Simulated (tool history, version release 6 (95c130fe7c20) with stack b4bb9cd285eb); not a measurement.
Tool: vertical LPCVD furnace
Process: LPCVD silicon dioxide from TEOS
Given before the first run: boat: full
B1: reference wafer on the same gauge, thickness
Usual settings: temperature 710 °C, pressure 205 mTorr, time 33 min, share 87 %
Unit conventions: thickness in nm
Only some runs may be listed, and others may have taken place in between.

{"run": 1, "hour": 0.0, "temperature": 710, "pressure": 205, "time": 33, "share": 87, "B1": 245.45, "thickness": 265.15}
{"run": 2, "hour": 38.3, "temperature": 710, "pressure": 205, "time": 33, "share": 87, "B1": 244.67, "thickness": 267.55}
{"run": 3, "hour": 160.5, "temperature": 710, "pressure": 205, "time": 33, "share": 87, "B1": 244.14, "thickness": 264.87}
{"run": 4, "hour": 252.9, "temperature": 705, "pressure": 205, "time": 33, "share": 87, "B1": 243.2, "thickness": 235.75}
{"run": 5, "hour": 326.1, "temperature": 710, "pressure": 205, "time": 39, "share": 87, "B1": 242.52, "thickness": 313.19}
{"run": 6, "hour": 386.5, "temperature": 710, "pressure": 205, "time": 33, "share": 87, "B1": 242.43, "thickness": 263.1}
{"run": 7, "hour": 434.8, "temperature": 710, "pressure": 230, "time": 33, "share": 91, "B1": 241.64, "thickness": 284.65}
{"hour": 698.9, "done": "gauge calibrated"}
{"hour": 731.8, "done": "TEOS flow controller replaced"}
{"hour": 739.1, "done": "pressure gauge zeroed"}
{"hour": 748.3, "done": "thermocouples replaced and temperature profile calibrated"}
{"run": 8, "hour": 748.8, "temperature": 710, "pressure": 230, "time": 33, "share": 91, "B1": 246.99, "thickness": 290.32}
{"run": 9, "hour": 810.0, "temperature": 710, "pressure": 205, "time": 28.5, "share": 87, "B1": 246.49, "thickness": 231.57}
{"run": 10, "hour": 897.3, "temperature": 710, "pressure": 205, "time": 28.5, "share": 87, "B1": 246.11, "thickness": 231.94}
{"run": 11, "hour": 979.4, "temperature": 710, "pressure": 205, "time": 33, "share": 87, "B1": 245.65, "thickness": 263.92}
{"run": 12, "hour": 1028.7, "temperature": 710, "pressure": 205, "time": 33, "share": 87, "B1": 245.05, "thickness": 266.5}
{"run": 13, "hour": 1107.6, "temperature": 710, "pressure": 205, "time": 33, "share": 87, "B1": 244.23, "thickness": 264.41}
{"run": 14, "hour": 1182.8, "temperature": 710, "pressure": 205, "time": 33, "share": 87, "B1": 243.93, "thickness": 263.96}
{"run": 15, "hour": 1220.0, "temperature": 698, "pressure": 165, "time": 33, "share": 79, "B1": 243.6, "thickness": 172.01}
{"run": 16, "hour": 1288.0, "temperature": 703, "pressure": 205, "time": 33, "share": 71, "B1": 243, "thickness": 202.98}
{"run": 17, "hour": 1344.5, "temperature": 720, "pressure": 205, "time": 41.5, "share": 87, "B1": 242.52, "thickness": 418.12}
{"run": 18, "hour": 1428.0, "temperature": 710, "pressure": 170, "time": 33, "share": 97, "B1": 242, "thickness": 252.99}
{"run": 19, "hour": 1534.7, "temperature": 703, "pressure": 205, "time": 33, "share": 71, "B1": 240.97, "thickness": 201.12}
{"run": 20, "hour": 1572.2, "temperature": 710, "pressure": 255, "time": 33, "share": 80, "B1": 240.61, "thickness": 279.5}
{"hour": 1602.4, "done": "gauge calibrated"}
{"run": 21, "hour": 1637.2, "temperature": 715, "pressure": 205, "time": 42, "share": 87, "B1": 246.9, "thickness": 382.74}
{"run": 22, "hour": 1685.9, "temperature": 707, "pressure": 205, "time": 33, "share": 87, "B1": 246.64, "thickness": 250.01}
{"run": 23, "hour": 1741.2, "temperature": 721, "pressure": 205, "time": 20, "share": 87, "B1": 246.28, "thickness": 207.61}

What was the tool's hidden state at every run in the log?
true tube temperature minus thermocouple reading, K: 0 across all the runs
true pressure minus gauge reading, mTorr: 0 across all the runs
deviation of the TEOS flow from its setpoint, %: 0 across all the runs
H1: gauge reads high (%)
run=1 H1=-0.667
run=2 H1=-0.789
run=3 H1=-1.18
run=4 H1=-1.47
run=5 H1=-1.71
run=6 H1=-1.9
run=7 H1=-2.05
run=8 H1=0.0623
run=9 H1=-0.133
run=10 H1=-0.411
run=11 H1=-0.673
run=12 H1=-0.83
run=13 H1=-1.08
run=14 H1=-1.32
run=15 H1=-1.44
run=16 H1=-1.66
run=17 H1=-1.84
run=18 H1=-2.1
run=19 H1=-2.44
run=20 H1=-2.56
run=21 H1=0.0274
run=22 H1=-0.128
run=23 H1=-0.304
